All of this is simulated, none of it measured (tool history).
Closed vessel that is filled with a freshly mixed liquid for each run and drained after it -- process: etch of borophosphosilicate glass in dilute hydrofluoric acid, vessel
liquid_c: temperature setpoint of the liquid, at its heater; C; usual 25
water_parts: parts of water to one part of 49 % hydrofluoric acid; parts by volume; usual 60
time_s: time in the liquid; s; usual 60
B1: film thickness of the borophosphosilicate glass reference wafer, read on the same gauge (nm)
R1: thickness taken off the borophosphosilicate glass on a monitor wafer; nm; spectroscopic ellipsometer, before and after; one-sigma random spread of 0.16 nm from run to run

run 1 hour=0 | liquid_c=25 water_parts=60 time_s=60 | B1=119.99 | R1=36.12
run 2 hour=15.9 | liquid_c=25 water_parts=60 time_s=60 | B1=120 | R1=36.12
run 3 hour=46.6 | liquid_c=25 water_parts=60 time_s=60 | B1=120.02 | R1=36.13
run 4 hour=76 | liquid_c=25 water_parts=60 time_s=60 | B1=120.05 | R1=35.96
run 5 hour=101 | liquid_c=25 water_parts=60 time_s=60 | B1=120.03 | R1=35.99
run 6 hour=115.5 | liquid_c=21.5 water_parts=60 time_s=60 | B1=119.98 | R1=31.06
run 7 hour=140 | liquid_c=21.5 water_parts=60 time_s=60 | B1=119.99 | R1=30.94
run 8 hour=173.6 | liquid_c=25 water_parts=75 time_s=60 | B1=119.98 | R1=28.31
run 9 hour=209 | liquid_c=25 water_parts=60 time_s=60 | B1=120.01 | R1=38.63
run 10 hour=240.9 | liquid_c=25 water_parts=60 time_s=35 | B1=120.01 | R1=22.69
run 11 hour=264.4 | liquid_c=25 water_parts=75 time_s=60 | B1=120.02 | R1=30.16
run 12 hour=297.3 | liquid_c=25 water_parts=85 time_s=60 | B1=119.99 | R1=26.42
run 13 hour=320.3 | liquid_c=25 water_parts=60 time_s=60 | B1=120.01 | R1=38.72
run 14 hour=338.1 | liquid_c=25 water_parts=45 time_s=70 | B1=120 | R1=61.61
run 15 hour=353.6 | liquid_c=28.5 water_parts=45 time_s=80 | B1=119.99 | R1=80.86
run 16 hour=366 | liquid_c=20.5 water_parts=40 time_s=30 | B1=119.99 | R1=24.57
run 17 hour=396.1 | liquid_c=26.5 water_parts=60 time_s=60 | B1=119.99 | R1=41.19
run 18 hour=461.2 | liquid_c=23.5 water_parts=60 time_s=60 | B1=119.98 | R1=36.31
run 19 hour=494.5 | liquid_c=25 water_parts=60 time_s=60 | B1=119.98 | R1=38.58
run 20 hour=514.5 | liquid_c=25 water_parts=40 time_s=85 | B1=119.97 | R1=83.97
run 21 hour=534.5 | liquid_c=22 water_parts=80 time_s=60 | B1=120.02 | R1=24.72

Between the runs listed above, the log contained 4 entries, not reproduced here. Where in the sequence does each belong, and how does what the log doesn't record of the tool's condition differ from the listed run before to the listed run after?
In the gap between runs 1 and 2: gauge calibrated (hour 3.9)
  liquid colder than its thermometer reads (K): 1.81 -> 1.83
  measured result minus the result with no hidden state, R1: -2.77 -> -2.8 nm
In the gap between runs 8 and 9: hydrofluoric acid flow meter replaced (hour 187.5); thermometer replaced (hour 194.4)
  liquid colder than its thermometer reads (K): 1.97 -> 0.0682
  measured result minus the result with no hidden state, R1: -2.35 -> -0.11 nm
In the gap between runs 13 and 14: gauge calibrated (hour 337.3)
  liquid colder than its thermometer reads (K): 0.173 -> 0.19
  measured result minus the result with no hidden state, R1: -0.27 -> -0.48 nm

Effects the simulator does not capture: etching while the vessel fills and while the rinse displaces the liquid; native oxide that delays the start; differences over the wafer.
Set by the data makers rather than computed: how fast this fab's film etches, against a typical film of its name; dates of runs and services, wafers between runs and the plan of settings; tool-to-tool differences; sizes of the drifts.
